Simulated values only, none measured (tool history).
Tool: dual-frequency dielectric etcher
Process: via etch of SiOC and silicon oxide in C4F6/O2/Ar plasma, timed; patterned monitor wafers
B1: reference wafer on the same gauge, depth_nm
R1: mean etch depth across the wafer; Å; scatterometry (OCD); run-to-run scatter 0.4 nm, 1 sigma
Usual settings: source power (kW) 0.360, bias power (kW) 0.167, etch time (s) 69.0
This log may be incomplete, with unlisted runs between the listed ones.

{"run": 1, "day": 0.0, "source power (kW)": 0.3, "bias power (kW)": 0.142, "etch time (s)": 69.0, "B1": 68.8, "R1": 662}
{"day": 3.312, "done": "wet clean of the chamber"}
{"run": 2, "day": 3.333, "source power (kW)": 0.36, "bias power (kW)": 0.167, "etch time (s)": 69.0, "B1": 68.5, "R1": 729}
{"run": 3, "day": 4.792, "source power (kW)": 0.36, "bias power (kW)": 0.167, "etch time (s)": 69.0, "B1": 68.7, "R1": 727}
{"run": 4, "day": 8.158, "source power (kW)": 0.36, "bias power (kW)": 0.167, "etch time (s)": 59.5, "B1": 68.6, "R1": 635}
{"run": 5, "day": 11.088, "source power (kW)": 0.36, "bias power (kW)": 0.167, "etch time (s)": 79.5, "B1": 68.6, "R1": 851}
{"run": 6, "day": 13.071, "source power (kW)": 0.36, "bias power (kW)": 0.195, "etch time (s)": 69.0, "B1": 68.6, "R1": 778}
{"run": 7, "day": 16.879, "source power (kW)": 0.36, "bias power (kW)": 0.195, "etch time (s)": 69.0, "B1": 68.6, "R1": 781}
{"run": 8, "day": 19.296, "source power (kW)": 0.36, "bias power (kW)": 0.167, "etch time (s)": 69.0, "B1": 68.4, "R1": 750}
{"run": 9, "day": 21.533, "source power (kW)": 0.36, "bias power (kW)": 0.159, "etch time (s)": 54.5, "B1": 68.5, "R1": 591}
{"day": 23.554, "done": "wet clean of the chamber"}
{"run": 10, "day": 24.621, "source power (kW)": 0.36, "bias power (kW)": 0.159, "etch time (s)": 54.5, "B1": 68.6, "R1": 574}
{"run": 11, "day": 26.821, "source power (kW)": 0.36, "bias power (kW)": 0.159, "etch time (s)": 54.5, "B1": 68.5, "R1": 578}
{"day": 27.638, "done": "gauge calibrated"}
{"run": 12, "day": 30.204, "source power (kW)": 0.36, "bias power (kW)": 0.167, "etch time (s)": 74.5, "B1": 68.6, "R1": 800}
{"day": 31.796, "done": "source power generator calibrated"}
{"run": 13, "day": 32.35, "source power (kW)": 0.36, "bias power (kW)": 0.197, "etch time (s)": 83.5, "B1": 68.6, "R1": 955}
{"run": 14, "day": 34.188, "source power (kW)": 0.32, "bias power (kW)": 0.167, "etch time (s)": 69.0, "B1": 68.6, "R1": 710}
{"run": 15, "day": 36.529, "source power (kW)": 0.4, "bias power (kW)": 0.201, "etch time (s)": 57.5, "B1": 68.5, "R1": 703}
{"day": 38.888, "done": "upper electrode replaced"}
{"run": 16, "day": 39.7, "source power (kW)": 0.36, "bias power (kW)": 0.167, "etch time (s)": 69.0, "B1": 68.6, "R1": 758}
{"day": 43.833, "done": "wet clean of the chamber"}
{"run": 17, "day": 43.854, "source power (kW)": 0.43, "bias power (kW)": 0.182, "etch time (s)": 83.5, "B1": 68.7, "R1": 989}
{"run": 18, "day": 45.012, "source power (kW)": 0.27, "bias power (kW)": 0.167, "etch time (s)": 74.5, "B1": 68.6, "R1": 678}
{"run": 19, "day": 49.204, "source power (kW)": 0.29, "bias power (kW)": 0.167, "etch time (s)": 69.0, "B1": 68.5, "R1": 660}
{"run": 20, "day": 51.042, "source power (kW)": 0.32, "bias power (kW)": 0.148, "etch time (s)": 69.0, "B1": 68.6, "R1": 670}
{"run": 21, "day": 52.883, "source power (kW)": 0.32, "bias power (kW)": 0.129, "etch time (s)": 88.0, "B1": 68.6, "R1": 822}
{"run": 22, "day": 55.954, "source power (kW)": 0.36, "bias power (kW)": 0.133, "etch time (s)": 79.0, "B1": 68.7, "R1": 798}
{"run": 23, "day": 67.254, "source power (kW)": 0.36, "bias power (kW)": 0.167, "etch time (s)": 69.0, "B1": 68.5, "R1": 762}
{"day": 67.896, "done": "bias power generator calibrated"}
{"day": 68.421, "done": "wet clean of the chamber"}
{"run": 24, "day": 70.012, "source power (kW)": 0.28, "bias power (kW)": 0.19, "etch time (s)": 79.0, "B1": 68.5, "R1": 771}
{"run": 25, "day": 81.412, "source power (kW)": 0.36, "bias power (kW)": 0.188, "etch time (s)": 69.0, "B1": 68.4, "R1": 776}
{"run": 26, "day": 83.583, "source power (kW)": 0.36, "bias power (kW)": 0.167, "etch time (s)": 69.0, "B1": 68.7, "R1": 753}
{"day": 84.408, "done": "gauge calibrated"}
{"run": 27, "day": 86.667, "source power (kW)": 0.36, "bias power (kW)": 0.2, "etch time (s)": 81.5, "B1": 68.7, "R1": 948}
{"day": 91.042, "done": "wet clean of the chamber"}
{"run": 28, "day": 91.062, "source power (kW)": 0.3, "bias power (kW)": 0.167, "etch time (s)": 84.0, "B1": 68.7, "R1": 815}
{"run": 29, "day": 93.162, "source power (kW)": 0.36, "bias power (kW)": 0.135, "etch time (s)": 79.5, "B1": 68.6, "R1": 791}
{"run": 30, "day": 94.779, "source power (kW)": 0.36, "bias power (kW)": 0.167, "etch time (s)": 57.0, "B1": 68.7, "R1": 611}

What the log doesn't show, run by run:
source power that arrives over what is set, %: 0 across all the runs
bias power that arrives over what is set, %: 0 across all the runs
gauge reads high (%): 0 across all the runs
H1: etch rate over this chamber's usual, %
run=1 H1=3.59
run=2 H1=-0.0985
run=3 H1=0.183
run=4 H1=0.834
run=5 H1=1.4
run=6 H1=1.78
run=7 H1=2.52
run=8 H1=2.99
run=9 H1=3.42
run=10 H1=0.572
run=11 H1=0.997
run=12 H1=1.65
run=13 H1=2.07
run=14 H1=2.42
run=15 H1=2.87
run=16 H1=3.49
run=17 H1=-0.287
run=18 H1=-0.0627
run=19 H1=0.747
run=20 H1=1.1
run=21 H1=1.46
run=22 H1=2.05
run=23 H1=4.23
run=24 H1=0.289
run=25 H1=2.49
run=26 H1=2.91
run=27 H1=3.51
run=28 H1=-0.569
run=29 H1=-0.163
run=30 H1=0.149
